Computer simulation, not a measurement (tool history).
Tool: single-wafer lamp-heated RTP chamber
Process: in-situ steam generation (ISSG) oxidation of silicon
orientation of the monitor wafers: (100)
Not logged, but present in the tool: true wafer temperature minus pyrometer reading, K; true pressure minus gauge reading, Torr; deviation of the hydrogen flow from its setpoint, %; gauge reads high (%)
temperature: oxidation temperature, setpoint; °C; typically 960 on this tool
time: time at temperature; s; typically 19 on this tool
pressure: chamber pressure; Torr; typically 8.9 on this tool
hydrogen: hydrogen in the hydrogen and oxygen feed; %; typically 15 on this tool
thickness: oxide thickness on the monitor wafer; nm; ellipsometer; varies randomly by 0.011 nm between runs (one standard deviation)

| run | day | temperature | time | pressure | hydrogen | wafers since the last listed run | wafers since the last pyrometer calibration | hours since the pressure gauge was zeroed | hours since the hydrogen flow controller was replaced | hours since the gauge calibration | read-back reference wafer on the same gauge, thickness | thickness |
|---|---|---|---|---|---|---|---|---|---|---|---|---|
| 1 | 0 | 960 | 19 | 8.9 | 15 | 0 | 4500 | 3899.7 | 626.8 | 1675.7 | 3.441 | 4.252 |
|  | 0.342 | pyrometer window cleaned and pyrometer calibrated |
| 2 | 1.571 | 960 | 19 | 8.9 | 15 | 278 | 276 | 3937.4 | 664.5 | 1713.4 | 3.443 | 4.246 |
|  | 2.588 | gauge calibrated |
| 3 | 5.046 | 960 | 19 | 8.9 | 15 | 781 | 1058 | 4020.8 | 747.9 | 59 | 3.334 | 4.104 |
| 4 | 8.288 | 960 | 19 | 8.9 | 15 | 729 | 1787 | 4098.6 | 825.7 | 136.8 | 3.342 | 4.124 |
| 5 | 11.771 | 947 | 19 | 8.9 | 15 | 783 | 2571 | 4182.2 | 909.3 | 220.4 | 3.347 | 3.973 |
| 6 | 14.312 | 947 | 19 | 8.9 | 15 | 571 | 3142 | 4243.2 | 970.3 | 281.4 | 3.352 | 3.992 |
| 7 | 16.125 | 947 | 19 | 8.9 | 15 | 407 | 3550 | 4286.7 | 1013.8 | 324.9 | 3.349 | 3.96 |
|  | 19.612 | pyrometer window cleaned and pyrometer calibrated |
| 8 | 23.108 | 960 | 19 | 7.9 | 20 | 1495 | 786 | 4454.3 | 1181.4 | 492.5 | 3.366 | 4.46 |
| 9 | 27.104 | 960 | 19 | 7.9 | 20 | 898 | 1685 | 4550.2 | 1277.3 | 588.4 | 3.371 | 4.444 |
| 10 | 31.45 | 960 | 19 | 8.9 | 15 | 977 | 2663 | 4654.5 | 1381.6 | 692.7 | 3.378 | 4.152 |
| 11 | 36.425 | 960 | 19 | 8.9 | 15 | 1119 | 3782 | 4773.9 | 1501 | 812.1 | 3.387 | 4.168 |
| 12 | 38.121 | 960 | 19 | 8.9 | 15 | 381 | 4163 | 4814.6 | 1541.7 | 852.8 | 3.389 | 4.154 |
|  | 39.729 | pyrometer window cleaned and pyrometer calibrated |
| 13 | 39.904 | 960 | 19 | 8.9 | 15 | 326 | 39 | 4857.4 | 1584.5 | 895.6 | 3.386 | 4.178 |
|  | 43.125 | pressure gauge zeroed |
| 14 | 43.592 | 960 | 19 | 8.9 | 15 | 754 | 793 | 11.2 | 1673 | 984.1 | 3.397 | 4.183 |
| 15 | 46.75 | 972 | 13 | 8.4 | 15 | 710 | 1504 | 87 | 1748.8 | 1059.9 | 3.403 | 3.711 |
| 16 | 48.958 | 948 | 12 | 7.7 | 11 | 496 | 2001 | 140 | 1801.8 | 1112.9 | 3.407 | 3.136 |
| 17 | 51.912 | 960 | 19 | 8.9 | 15 | 664 | 2665 | 210.9 | 1872.7 | 1183.8 | 3.407 | 4.206 |
| 18 | 55.633 | 960 | 24 | 7.9 | 15 | 837 | 3502 | 300.2 | 1962 | 1273.1 | 3.418 | 4.669 |
|  | 58.212 | pyrometer window cleaned and pyrometer calibrated |
| 19 | 59.408 | 947 | 25 | 8.9 | 15 | 774 | 268 | 390.8 | 2052.6 | 1363.7 | 3.419 | 4.548 |
| 20 | 62.629 | 960 | 19 | 8.9 | 15 | 724 | 993 | 468.1 | 2129.9 | 1441 | 3.425 | 4.216 |
| 21 | 64.854 | 960 | 14 | 8.9 | 12 | 500 | 1493 | 521.5 | 2183.3 | 1494.4 | 3.427 | 3.55 |
|  | 67.612 | gauge calibrated |
|  | 67.762 | hydrogen flow controller replaced |
| 22 | 67.783 | 960 | 19 | 10.2 | 11 | 583 | 2077 | 591.8 | 0.5 | 4.1 | 3.327 | 3.808 |
| 23 | 70.175 | 960 | 14 | 10.1 | 15 | 538 | 2615 | 649.2 | 57.9 | 61.5 | 3.33 | 3.556 |
|  | 73.562 | pyrometer window cleaned and pyrometer calibrated |
| 24 | 74.254 | 960 | 19 | 8.9 | 11 | 842 | 155 | 747.1 | 155.8 | 159.4 | 3.339 | 3.835 |
| 25 | 78.517 | 947 | 19 | 8.9 | 15 | 958 | 1114 | 849.4 | 258.1 | 261.7 | 3.347 | 3.952 |
| 26 | 80.812 | 947 | 19 | 8.9 | 15 | 516 | 1630 | 904.5 | 313.2 | 316.8 | 3.347 | 3.957 |
| 27 | 83.733 | 947 | 19 | 8.9 | 15 | 657 | 2287 | 974.6 | 383.3 | 386.9 | 3.35 | 3.975 |
| 28 | 85.292 | 960 | 19 | 8.9 | 15 | 350 | 2638 | 1012 | 420.7 | 424.3 | 3.355 | 4.1 |
| 29 | 89.738 | 969 | 24 | 9.7 | 19 | 1000 | 3638 | 1118.7 | 527.4 | 531 | 3.363 | 4.914 |

Branching from run 29: 5 alternative next runs. What would each branch give?
| A | 89.754 | 960 | 19 | 8.9 | 15 | 3 | 3642 | 1119.1 | 527.8 | 531.4 | ? | ? |
| B | 89.754 | 960 | 19 | 8.1 | 15 | 3 | 3642 | 1119.1 | 527.8 | 531.4 | ? | ? |
| C | 89.754 | 941 | 19 | 8.9 | 15 | 3 | 3642 | 1119.1 | 527.8 | 531.4 | ? | ? |
| D | 89.754 | 942 | 26 | 9.4 | 15 | 3 | 3642 | 1119.1 | 527.8 | 531.4 | ? | ? |
| E | 89.754 | 947 | 24 | 7.7 | 11 | 3 | 3642 | 1119.1 | 527.8 | 531.4 | ? | ? |

| run | read-back reference wafer on the same gauge, thickness | thickness |
|---|---|---|
| A | 3.363 | 4.141 |
| B | 3.363 | 4.155 |
| C | 3.363 | 3.918 |
| D | 3.363 | 4.461 |
| E | 3.363 | 4.135 |
Stripped of hidden state, with their random variation kept, the same runs would have yielded:
| run | thickness |
|---|---|
| A | 4.102 |
| B | 4.116 |
| C | 3.881 |
| D | 4.419 |
| E | 4.096 |
